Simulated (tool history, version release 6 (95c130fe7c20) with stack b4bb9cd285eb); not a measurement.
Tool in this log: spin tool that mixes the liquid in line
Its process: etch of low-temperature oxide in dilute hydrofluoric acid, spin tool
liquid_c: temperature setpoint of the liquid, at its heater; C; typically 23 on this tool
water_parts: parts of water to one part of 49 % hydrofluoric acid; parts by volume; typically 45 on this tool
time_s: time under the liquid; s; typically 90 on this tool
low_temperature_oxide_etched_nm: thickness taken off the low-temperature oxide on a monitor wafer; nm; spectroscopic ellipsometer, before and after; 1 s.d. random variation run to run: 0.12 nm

| run | hour | liquid_c | water_parts | time_s | wafers since the last listed run | hours since the thermometer was replaced | hours since the hydrofluoric acid flow meter was replaced | hours since the gauge calibration | read-back film thickness of the low-temperature oxide reference wafer, read on the same gauge (nm) | low_temperature_oxide_etched_nm |
|---|---|---|---|---|---|---|---|---|---|---|
| 1 | 0 | 23 | 45 | 90 | 0 | 432.4 | 843.5 | 454.9 | 150.02 | 23.94 |
|  | 34.8 | hydrofluoric acid flow meter replaced |
| 2 | 78 | 23 | 45 | 90 | 471 | 510.4 | 43.2 | 532.9 | 150.04 | 25.19 |
| 3 | 116.6 | 23 | 40 | 90 | 236 | 549 | 81.8 | 571.5 | 149.98 | 28.11 |
| 4 | 225.7 | 23 | 40 | 90 | 668 | 658.1 | 190.9 | 680.6 | 150.02 | 28.17 |
| 5 | 317 | 27 | 45 | 90 | 559 | 749.4 | 282.2 | 771.9 | 150.03 | 29.28 |
| 6 | 405.5 | 23 | 35 | 90 | 542 | 837.9 | 370.7 | 860.4 | 149.98 | 32.35 |
| 7 | 450.2 | 23 | 35 | 90 | 273 | 882.6 | 415.4 | 905.1 | 149.99 | 32.72 |
| 8 | 506.2 | 23 | 45 | 90 | 343 | 938.6 | 471.4 | 961.1 | 149.95 | 25.05 |
|  | 600.4 | thermometer replaced |
| 9 | 611.3 | 23 | 45 | 90 | 637 | 10.9 | 576.5 | 1066.2 | 150.03 | 23.46 |
| 10 | 690 | 23 | 45 | 90 | 482 | 89.6 | 655.2 | 1144.9 | 150.01 | 23.68 |
|  | 778 | gauge calibrated |
| 11 | 780.3 | 23 | 45 | 90 | 553 | 179.9 | 745.5 | 2.3 | 150 | 23.58 |
| 12 | 863 | 19 | 45 | 55 | 506 | 262.6 | 828.2 | 85 | 150.02 | 12.07 |
| 13 | 931 | 23 | 65 | 140 | 416 | 330.6 | 896.2 | 153 | 149.99 | 24.51 |
| 14 | 991.8 | 23 | 45 | 90 | 372 | 391.4 | 957 | 213.8 | 150.03 | 23.53 |
|  | 1129.9 | hydrofluoric acid flow meter replaced |
| 15 | 1221 | 23 | 60 | 110 | 1398 | 620.6 | 91.1 | 443 | 150.01 | 22.38 |
| 16 | 1272.5 | 23 | 45 | 90 | 315 | 672.1 | 142.6 | 494.5 | 149.99 | 25.02 |
| 17 | 1345.7 | 19.5 | 40 | 75 | 448 | 745.3 | 215.8 | 567.7 | 150.04 | 20.28 |
|  | 1378.2 | thermometer replaced |
| 18 | 1385.4 | 23 | 45 | 45 | 237 | 7.2 | 255.5 | 607.4 | 149.96 | 11.77 |
| 19 | 1431.7 | 23 | 60 | 110 | 283 | 53.5 | 301.8 | 653.7 | 150 | 21.28 |
| 20 | 1512.3 | 20 | 45 | 90 | 493 | 134.1 | 382.4 | 734.3 | 149.96 | 20.77 |
| 21 | 1581.8 | 23 | 45 | 90 | 425 | 203.6 | 451.9 | 803.8 | 150.02 | 23.73 |
| 22 | 1666.8 | 23 | 55 | 90 | 520 | 288.6 | 536.9 | 888.8 | 150 | 18.97 |
| 23 | 1750.2 | 26 | 35 | 90 | 511 | 372 | 620.3 | 972.2 | 150.01 | 34.85 |

State the hidden condition of the tool at each of the runs:
gauge reads high (%): 0 across all the runs
H1: liquid hotter than its thermometer reads (K)
H2: hydrofluoric acid flow below the setpoint (%)
| run | H1 | H2 |
|---|---|---|
| 1 | 0.9 | 5.13 |
| 2 | 1.02 | 0.654 |
| 3 | 1.07 | 0.881 |
| 4 | 1.24 | 1.52 |
| 5 | 1.37 | 2.06 |
| 6 | 1.51 | 2.58 |
| 7 | 1.57 | 2.84 |
| 8 | 1.66 | 3.17 |
| 9 | 0.309 | 3.78 |
| 10 | 0.427 | 4.25 |
| 11 | 0.562 | 4.78 |
| 12 | 0.686 | 5.26 |
| 13 | 0.788 | 5.66 |
| 14 | 0.879 | 6.02 |
| 15 | 1.22 | 1.66 |
| 16 | 1.3 | 1.96 |
| 17 | 1.41 | 2.39 |
| 18 | 0.111 | 2.62 |
| 19 | 0.18 | 2.89 |
| 20 | 0.301 | 3.36 |
| 21 | 0.405 | 3.77 |
| 22 | 0.532 | 4.27 |
| 23 | 0.657 | 4.76 |
